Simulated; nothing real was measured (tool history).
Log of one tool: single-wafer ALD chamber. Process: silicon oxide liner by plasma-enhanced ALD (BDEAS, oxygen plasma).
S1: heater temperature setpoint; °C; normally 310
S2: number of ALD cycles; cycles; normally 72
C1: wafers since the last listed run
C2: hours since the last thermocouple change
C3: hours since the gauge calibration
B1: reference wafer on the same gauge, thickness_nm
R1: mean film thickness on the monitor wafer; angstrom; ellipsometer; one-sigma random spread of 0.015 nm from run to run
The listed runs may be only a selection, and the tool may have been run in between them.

{"run": 1, "hour": 0.0, "S1": 310, "S2": 72, "C1": 0, "C2": 933, "C3": 1176.2, "B1": 5.971, "R1": 60.43}
{"run": 2, "hour": 84.6, "S1": 310, "S2": 72, "C1": 407, "C2": 1017.6, "C3": 1260.8, "B1": 5.95, "R1": 59.96}
{"run": 3, "hour": 173.9, "S1": 310, "S2": 72, "C1": 429, "C2": 1106.9, "C3": 1350.1, "B1": 5.955, "R1": 60.13}
{"run": 4, "hour": 364.3, "S1": 310, "S2": 72, "C1": 916, "C2": 1297.3, "C3": 1540.5, "B1": 5.938, "R1": 59.94}
{"run": 5, "hour": 454.6, "S1": 310, "S2": 72, "C1": 434, "C2": 1387.6, "C3": 1630.8, "B1": 5.929, "R1": 60.01}
{"run": 6, "hour": 541.3, "S1": 310, "S2": 72, "C1": 417, "C2": 1474.3, "C3": 1717.5, "B1": 5.917, "R1": 59.57}
{"run": 7, "hour": 612.7, "S1": 310, "S2": 63, "C1": 343, "C2": 1545.7, "C3": 1788.9, "B1": 5.903, "R1": 52.28}
{"run": 8, "hour": 670.8, "S1": 322, "S2": 72, "C1": 279, "C2": 1603.8, "C3": 1847, "B1": 5.897, "R1": 58.72}
{"hour": 693.0, "done": "gauge calibrated"}
{"run": 9, "hour": 723.5, "S1": 322, "S2": 72, "C1": 253, "C2": 1656.5, "C3": 30.5, "B1": 6.004, "R1": 59.92}
{"run": 10, "hour": 767.1, "S1": 310, "S2": 76, "C1": 209, "C2": 1700.1, "C3": 74.1, "B1": 6.002, "R1": 64.09}
{"hour": 810.3, "done": "thermocouple changed; heater temperature recalibrated"}
{"run": 11, "hour": 826.9, "S1": 310, "S2": 76, "C1": 249, "C2": 16.6, "C3": 133.9, "B1": 6.006, "R1": 64.14}
{"run": 12, "hour": 921.5, "S1": 310, "S2": 76, "C1": 455, "C2": 111.2, "C3": 228.5, "B1": 5.997, "R1": 64.04}
{"run": 13, "hour": 1012.0, "S1": 310, "S2": 72, "C1": 435, "C2": 201.7, "C3": 319, "B1": 5.995, "R1": 60.71}
{"run": 14, "hour": 1113.8, "S1": 310, "S2": 72, "C1": 489, "C2": 303.5, "C3": 420.8, "B1": 5.998, "R1": 60.78}
{"run": 15, "hour": 1200.9, "S1": 301, "S2": 80, "C1": 419, "C2": 390.6, "C3": 507.9, "B1": 5.991, "R1": 68.15}
{"run": 16, "hour": 1289.5, "S1": 321, "S2": 86, "C1": 426, "C2": 479.2, "C3": 596.5, "B1": 5.994, "R1": 71.35}
{"run": 17, "hour": 1335.5, "S1": 323, "S2": 64, "C1": 221, "C2": 525.2, "C3": 642.5, "B1": 5.993, "R1": 52.98}
{"run": 18, "hour": 1384.2, "S1": 310, "S2": 78, "C1": 234, "C2": 573.9, "C3": 691.2, "B1": 5.988, "R1": 65.57}
{"run": 19, "hour": 1450.6, "S1": 310, "S2": 72, "C1": 319, "C2": 640.3, "C3": 757.6, "B1": 5.987, "R1": 60.44}
{"run": 20, "hour": 1508.2, "S1": 297, "S2": 60, "C1": 277, "C2": 697.9, "C3": 815.2, "B1": 5.978, "R1": 51.59}
{"run": 21, "hour": 1562.7, "S1": 310, "S2": 72, "C1": 262, "C2": 752.4, "C3": 869.7, "B1": 5.973, "R1": 60.26}
{"run": 22, "hour": 1613.4, "S1": 310, "S2": 72, "C1": 243, "C2": 803.1, "C3": 920.4, "B1": 5.97, "R1": 60.46}
{"run": 23, "hour": 1670.4, "S1": 315, "S2": 85, "C1": 274, "C2": 860.1, "C3": 977.4, "B1": 5.977, "R1": 70.54}

Expected results for the next run?
{"run": 24, "hour": 1744.6, "S1": 296, "S2": 80, "C1": 357, "C2": 934.3, "C3": 1051.6, "B1": "?", "R1": "?"}

For run 24 the tool returned B1 5.978, R1 68.52 angstrom.
Had the tool carried no hidden state, the very same run would have given R1 69.01 angstrom.
